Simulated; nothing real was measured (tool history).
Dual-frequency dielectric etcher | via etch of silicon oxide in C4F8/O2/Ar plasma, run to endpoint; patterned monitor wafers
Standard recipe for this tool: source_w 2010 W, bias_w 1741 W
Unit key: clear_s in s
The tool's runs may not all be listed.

| run | hour | source_w | bias_w | incoming incoming film thickness, nm | clear_s |
|---|---|---|---|---|---|
| 1 | 0.0 | 1760 | 1427 | 2235.0 | 536.8 |
|  | 117.4 | wet clean of the chamber |
| 2 | 117.9 | 2010 | 1530 | 2250.5 | 482.6 |
| 3 | 186.1 | 2010 | 1530 | 2212.3 | 474.3 |
| 4 | 239.3 | 2010 | 1530 | 2213.8 | 471.1 |
| 5 | 281.7 | 1760 | 1741 | 2229.2 | 500.0 |
|  | 346.6 | source power generator calibrated |
| 6 | 366.4 | 1760 | 1741 | 2199.7 | 499.8 |
| 7 | 448.5 | 1760 | 1741 | 2219.1 | 507.9 |
|  | 527.9 | wet clean of the chamber |
| 8 | 530.9 | 2010 | 1741 | 2247.4 | 490.9 |
| 9 | 623.0 | 2010 | 1741 | 2222.4 | 491.2 |
| 10 | 714.8 | 2010 | 1741 | 2229.2 | 493.9 |
| 11 | 817.3 | 2010 | 1741 | 2222.7 | 494.2 |
| 12 | 858.5 | 2010 | 1741 | 2241.6 | 507.8 |
|  | 898.9 | wet clean of the chamber, repeated, since the last time left the tool worse |
| 13 | 918.6 | 2010 | 1973 | 2237.3 | 449.3 |
| 14 | 1003.7 | 1900 | 1741 | 2234.8 | 480.5 |
| 15 | 1087.4 | 2460 | 1427 | 2235.0 | 445.2 |
| 16 | 1192.3 | 2230 | 1463 | 2230.3 | 477.2 |
| 17 | 1267.6 | 2010 | 1741 | 2218.1 | 473.5 |
|  | 1363.5 | upper electrode replaced |
| 18 | 1366.1 | 1730 | 1490 | 2257.4 | 547.9 |
|  | 1420.0 | wet clean of the chamber |
| 19 | 1428.1 | 2290 | 1859 | 2214.8 | 429.4 |
| 20 | 1531.2 | 2310 | 1880 | 2244.0 | 437.5 |
| 21 | 1614.4 | 2010 | 2115 | 2237.2 | 461.6 |
| 22 | 1699.1 | 2400 | 1881 | 2252.1 | 436.2 |
|  | 1768.3 | bias power generator calibrated |
| 23 | 1768.8 | 1530 | 2011 | 2252.0 | 536.2 |
| 24 | 1817.7 | 1720 | 1367 | 2228.7 | 548.1 |
|  | 1839.2 | source power generator calibrated |
| 25 | 1863.5 | 2010 | 1741 | 2208.3 | 471.1 |
| 26 | 1920.5 | 2290 | 1859 | 2229.2 | 449.5 |

Run 27 is up next; what results do you expect?
|  | 1948.6 | wet clean of the chamber |
| 27 | 1971.0 | 1620 | 1741 | 2246.9 | ? |

Run 27 measured clear_s 523.5 s.
Take away the tool's hidden state, keep the run-to-run variation as it was, and the same run would have given clear_s 523.0 s.

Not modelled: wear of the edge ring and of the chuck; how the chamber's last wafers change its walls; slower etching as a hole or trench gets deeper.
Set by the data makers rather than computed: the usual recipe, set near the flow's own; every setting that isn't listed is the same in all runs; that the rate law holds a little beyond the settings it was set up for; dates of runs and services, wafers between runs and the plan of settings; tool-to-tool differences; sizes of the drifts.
